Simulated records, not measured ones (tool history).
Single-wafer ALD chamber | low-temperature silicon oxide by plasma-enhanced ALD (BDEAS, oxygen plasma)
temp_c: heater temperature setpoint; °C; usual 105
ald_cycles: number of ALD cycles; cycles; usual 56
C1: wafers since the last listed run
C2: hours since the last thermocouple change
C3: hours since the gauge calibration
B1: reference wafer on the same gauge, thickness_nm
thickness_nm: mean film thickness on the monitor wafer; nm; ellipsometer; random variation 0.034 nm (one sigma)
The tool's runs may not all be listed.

Run 1, day 0.000: usual settings but ald_cycles 48 cycles; C1 0; C2 2070.0; C3 266.6; B1 7.706. Result: thickness_nm 6.269 nm.
Run 2, day 1.058: usual settings; C1 179; C2 2095.4; C3 292.0; B1 7.694. Result: thickness_nm 7.406 nm.
Run 3, day 2.108: usual settings; C1 178; C2 2120.6; C3 317.2; B1 7.710. Result: thickness_nm 7.320 nm.
Run 4, day 2.738: usual settings; C1 106; C2 2135.7; C3 332.3; B1 7.721. Result: thickness_nm 7.324 nm.
Run 5, day 3.975: usual settings but ald_cycles 61 cycles; C1 210; C2 2165.4; C3 362.0; B1 7.716. Result: thickness_nm 7.975 nm.
Run 6, day 5.317: usual settings but ald_cycles 61 cycles; C1 227; C2 2197.6; C3 394.2; B1 7.704. Result: thickness_nm 7.980 nm.
Run 7, day 6.554: usual settings but ald_cycles 61 cycles; C1 210; C2 2227.3; C3 423.9; B1 7.721. Result: thickness_nm 7.928 nm.
Run 8, day 7.521: usual settings; C1 164; C2 2250.5; C3 447.1; B1 7.722. Result: thickness_nm 7.359 nm.
Run 9, day 8.712: usual settings; C1 202; C2 2279.1; C3 475.7; B1 7.700. Result: thickness_nm 7.276 nm.
Run 10, day 10.104: usual settings; C1 236; C2 2312.5; C3 509.1; B1 7.721. Result: thickness_nm 7.261 nm.
Run 11, day 11.021: usual settings; C1 155; C2 2334.5; C3 531.1; B1 7.708. Result: thickness_nm 7.396 nm.
Run 12, day 11.675: usual settings; C1 111; C2 2350.2; C3 546.8; B1 7.703. Result: thickness_nm 7.293 nm.
Run 13, day 12.779: usual settings; C1 187; C2 2376.7; C3 573.3; B1 7.719. Result: thickness_nm 7.300 nm.
Run 14, day 14.229: usual settings but temp_c 94 °C; C1 246; C2 2411.5; C3 608.1; B1 7.711. Result: thickness_nm 7.541 nm.
Run 15, day 15.692: usual settings but temp_c 94 °C; C1 248; C2 2446.6; C3 643.2; B1 7.688. Result: thickness_nm 7.513 nm.
Run 16, day 17.075: usual settings but temp_c 94 °C; C1 234; C2 2479.8; C3 676.4; B1 7.710. Result: thickness_nm 7.544 nm.
Run 17, day 18.292: usual settings; C1 206; C2 2509.0; C3 705.6; B1 7.724. Result: thickness_nm 7.339 nm.
Run 18, day 19.617: usual settings but temp_c 101 °C, ald_cycles 48 cycles; C1 224; C2 2540.8; C3 737.4; B1 7.713. Result: thickness_nm 6.288 nm.
At day 19.821: gauge calibrated.
Run 19, day 20.204: usual settings but temp_c 109 °C, ald_cycles 52 cycles; C1 99; C2 2554.9; C3 9.2; B1 7.707. Result: thickness_nm 6.728 nm.
Run 20, day 21.354: usual settings but temp_c 100 °C, ald_cycles 49 cycles; C1 195; C2 2582.5; C3 36.8; B1 7.718. Result: thickness_nm 6.485 nm.
Run 21, day 21.925: usual settings but temp_c 119 °C, ald_cycles 48 cycles; C1 96; C2 2596.2; C3 50.5; B1 7.707. Result: thickness_nm 6.112 nm.
Run 22, day 23.133: usual settings but ald_cycles 47 cycles; C1 205; C2 2625.2; C3 79.5; B1 7.698. Result: thickness_nm 6.138 nm.
Run 23, day 24.033: usual settings but temp_c 114 °C; C1 152; C2 2646.8; C3 101.1; B1 7.704. Result: thickness_nm 7.179 nm.
Run 24, day 26.125: usual settings; C1 355; C2 2697.0; C3 151.3; B1 7.712. Result: thickness_nm 7.331 nm.
Run 25, day 27.025: usual settings; C1 152; C2 2718.6; C3 172.9; B1 7.697. Result: thickness_nm 7.288 nm.
At day 27.392: thermocouple changed; heater temperature recalibrated.
Run 26, day 27.579: usual settings but temp_c 113 °C, ald_cycles 64 cycles; C1 37; C2 4.5; C3 186.2; B1 7.714. Result: thickness_nm 8.179 nm.
Run 27, day 28.638: usual settings but ald_cycles 50 cycles; C1 179; C2 29.9; C3 211.6; B1 7.717. Result: thickness_nm 6.545 nm.
Run 28, day 32.967: usual settings but temp_c 90 °C, ald_cycles 53 cycles; C1 734; C2 133.8; C3 315.5; B1 7.696. Result: thickness_nm 7.231 nm.
Run 29, day 33.621: usual settings but ald_cycles 53 cycles; C1 111; C2 149.5; C3 331.2; B1 7.720. Result: thickness_nm 6.923 nm.
Run 30, day 34.475: usual settings but temp_c 97 °C, ald_cycles 63 cycles; C1 145; C2 170.0; C3 351.7; B1 7.706. Result: thickness_nm 8.401 nm.
Run 31, day 35.229: usual settings but temp_c 90 °C, ald_cycles 53 cycles; C1 128; C2 188.1; C3 369.8; B1 7.710. Result: thickness_nm 7.245 nm.
Run 32, day 36.675: usual settings but temp_c 113 °C; C1 245; C2 222.8; C3 404.5; B1 7.714. Result: thickness_nm 7.163 nm.
Run 33, day 37.946: usual settings but temp_c 113 °C, ald_cycles 46 cycles; C1 215; C2 253.3; C3 435.0; B1 7.715. Result: thickness_nm 5.922 nm.

3 ways to go on from here, each from the tool as it stands after run 33. What would each give?
Run A, day 37.967: usual settings; C1 3; C2 253.8; C3 435.5; B1 ?. Result: thickness_nm ?.
Run B, day 37.967: usual settings but temp_c 117 °C, ald_cycles 63 cycles; C1 3; C2 253.8; C3 435.5; B1 ?. Result: thickness_nm ?.
Run C, day 37.967: usual settings but temp_c 100 °C; C1 3; C2 253.8; C3 435.5; B1 ?. Result: thickness_nm ?.

run     B1  thickness_nm
  A  7.694         7.326
  B  7.694         8.065
  C  7.694         7.391
Without the tool's hidden state the same runs would have given:
run  thickness_nm
  A         7.326
  B         8.065
  C         7.391
